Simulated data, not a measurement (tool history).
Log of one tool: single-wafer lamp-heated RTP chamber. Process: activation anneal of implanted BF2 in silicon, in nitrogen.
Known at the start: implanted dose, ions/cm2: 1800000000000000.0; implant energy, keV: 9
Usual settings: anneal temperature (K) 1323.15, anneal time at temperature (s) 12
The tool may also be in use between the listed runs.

| run | hour | anneal temperature (K) | anneal time at temperature (s) | wafers since the last listed run | wafers since the last pyrometer calibration | wafers since the reflector plate was cleaned | hours since the gauge calibration | read-back reference wafer on the same gauge, sheet resistance | sheet resistance of the implanted and annealed layer (ohm/square) |
|---|---|---|---|---|---|---|---|---|---|
| 1 | 0.0 | 1323.15 | 12 | 0 | 1373 | 178 | 204.0 | 164.04 | 166.14 |
| 2 | 45.9 | 1323.15 | 12 | 825 | 2198 | 1003 | 249.9 | 163.99 | 166.33 |
| 3 | 54.9 | 1323.15 | 12 | 161 | 2360 | 1165 | 258.9 | 164.00 | 166.17 |
| 4 | 97.5 | 1323.15 | 12 | 765 | 3126 | 1931 | 301.5 | 163.96 | 166.66 |
| 5 | 113.0 | 1323.15 | 12 | 278 | 3404 | 2209 | 317.0 | 163.99 | 165.99 |
| 6 | 130.8 | 1323.15 | 12 | 319 | 3724 | 2529 | 334.8 | 164.12 | 165.39 |
| 7 | 144.4 | 1323.15 | 12 | 244 | 3969 | 2773 | 348.4 | 163.98 | 164.77 |
| 8 | 157.6 | 1323.15 | 12 | 237 | 4206 | 3011 | 361.6 | 163.86 | 163.87 |
| 9 | 172.2 | 1323.15 | 12 | 262 | 4468 | 3273 | 376.2 | 163.94 | 164.87 |
| 10 | 184.7 | 1323.15 | 12 | 224 | 4693 | 3498 | 388.7 | 163.99 | 164.25 |
| 11 | 194.6 | 1323.15 | 12 | 177 | 4871 | 3676 | 398.6 | 163.97 | 163.70 |
|  | 202.0 | gauge calibrated |
| 12 | 209.0 | 1323.15 | 12 | 258 | 5130 | 3935 | 7.0 | 164.12 | 163.61 |
|  | 226.0 | pyrometer window cleaned and pyrometer calibrated |
| 13 | 226.5 | 1323.15 | 12 | 170 | 9 | 4105 | 24.5 | 163.97 | 166.34 |
| 14 | 230.4 | 1323.15 | 12 | 70 | 79 | 4175 | 28.4 | 163.89 | 165.63 |
| 15 | 248.3 | 1323.15 | 12 | 321 | 401 | 4497 | 46.3 | 164.04 | 166.66 |
| 16 | 254.4 | 1323.15 | 12 | 109 | 511 | 4607 | 52.4 | 164.05 | 165.59 |
| 17 | 265.4 | 1323.15 | 12 | 197 | 708 | 4805 | 63.4 | 164.04 | 165.96 |
|  | 285.6 | reflector plate cleaned |
| 18 | 286.1 | 1323.15 | 12 | 228 | 937 | 9 | 84.1 | 164.07 | 166.85 |
| 19 | 288.1 | 1323.15 | 12 | 35 | 973 | 45 | 86.1 | 164.06 | 167.70 |
| 20 | 338.9 | 1306.15 | 7 | 913 | 1886 | 958 | 136.9 | 164.09 | 226.29 |
| 21 | 352.9 | 1323.15 | 12 | 251 | 2137 | 1210 | 150.9 | 163.95 | 165.44 |
| 22 | 365.7 | 1323.15 | 12 | 230 | 2367 | 1440 | 163.7 | 164.10 | 166.45 |
| 23 | 381.6 | 1294.15 | 16 | 285 | 2653 | 1726 | 179.6 | 163.95 | 203.31 |
| 24 | 393.7 | 1348.15 | 17 | 217 | 2871 | 1943 | 191.7 | 163.92 | 123.61 |
| 25 | 411.4 | 1323.15 | 17 | 318 | 3189 | 2261 | 209.4 | 163.96 | 151.98 |
| 26 | 426.0 | 1331.15 | 16 | 262 | 3451 | 2524 | 224.0 | 163.99 | 144.01 |
| 27 | 442.6 | 1338.15 | 12 | 298 | 3750 | 2822 | 240.6 | 163.97 | 147.25 |
| 28 | 459.2 | 1323.15 | 8 | 298 | 4048 | 3121 | 257.2 | 163.96 | 185.48 |
| 29 | 470.3 | 1323.15 | 6 | 199 | 4247 | 3320 | 268.3 | 163.90 | 200.21 |
| 30 | 477.5 | 1323.15 | 10 | 129 | 4377 | 3450 | 275.5 | 164.03 | 172.68 |
| 31 | 489.6 | 1332.15 | 17 | 217 | 4594 | 3667 | 287.6 | 163.94 | 139.04 |
|  | 503.3 | pyrometer window cleaned and pyrometer calibrated |
| 32 | 504.5 | 1302.15 | 15 | 124 | 22 | 3791 | 302.5 | 163.98 | 192.43 |
| 33 | 510.9 | 1352.15 | 7 | 115 | 137 | 3906 | 308.9 | 164.00 | 151.81 |
| 34 | 526.3 | 1311.15 | 7 | 276 | 414 | 4183 | 324.3 | 164.05 | 215.71 |
| 35 | 540.5 | 1323.15 | 12 | 255 | 669 | 4438 | 338.5 | 163.94 | 165.31 |
| 36 | 557.8 | 1346.15 | 5 | 310 | 980 | 4749 | 355.8 | 163.95 | 173.08 |
| 37 | 564.0 | 1332.15 | 12 | 111 | 1091 | 4861 | 362.0 | 164.01 | 153.74 |
| 38 | 579.4 | 1323.15 | 12 | 276 | 1368 | 5137 | 377.4 | 163.99 | 164.40 |

The same runs without the tool's hidden state, with the same run-to-run variation:
The hidden state here: true wafer temperature minus pyrometer reading, K; wafer temperature error from the tarnished reflector plate, K; gauge reads high (%).
| run | sheet resistance of the implanted and annealed layer (ohm/square) |
|---|---|
| 1 | 166.81 |
| 2 | 167.36 |
| 3 | 167.29 |
| 4 | 168.35 |
| 5 | 167.92 |
| 6 | 167.64 |
| 7 | 167.27 |
| 8 | 166.63 |
| 9 | 167.97 |
| 10 | 167.63 |
| 11 | 167.32 |
| 12 | 167.59 |
| 13 | 168.15 |
| 14 | 167.47 |
| 15 | 168.75 |
| 16 | 167.76 |
| 17 | 168.29 |
| 18 | 167.31 |
| 19 | 168.17 |
| 20 | 227.46 |
| 21 | 166.35 |
| 22 | 167.51 |
| 23 | 205.12 |
| 24 | 124.59 |
| 25 | 153.52 |
| 26 | 145.61 |
| 27 | 148.99 |
| 28 | 188.45 |
| 29 | 203.74 |
| 30 | 175.85 |
| 31 | 141.67 |
| 32 | 194.26 |
| 33 | 153.03 |
| 34 | 218.04 |
| 35 | 167.15 |
| 36 | 175.27 |
| 37 | 155.59 |
| 38 | 166.87 |
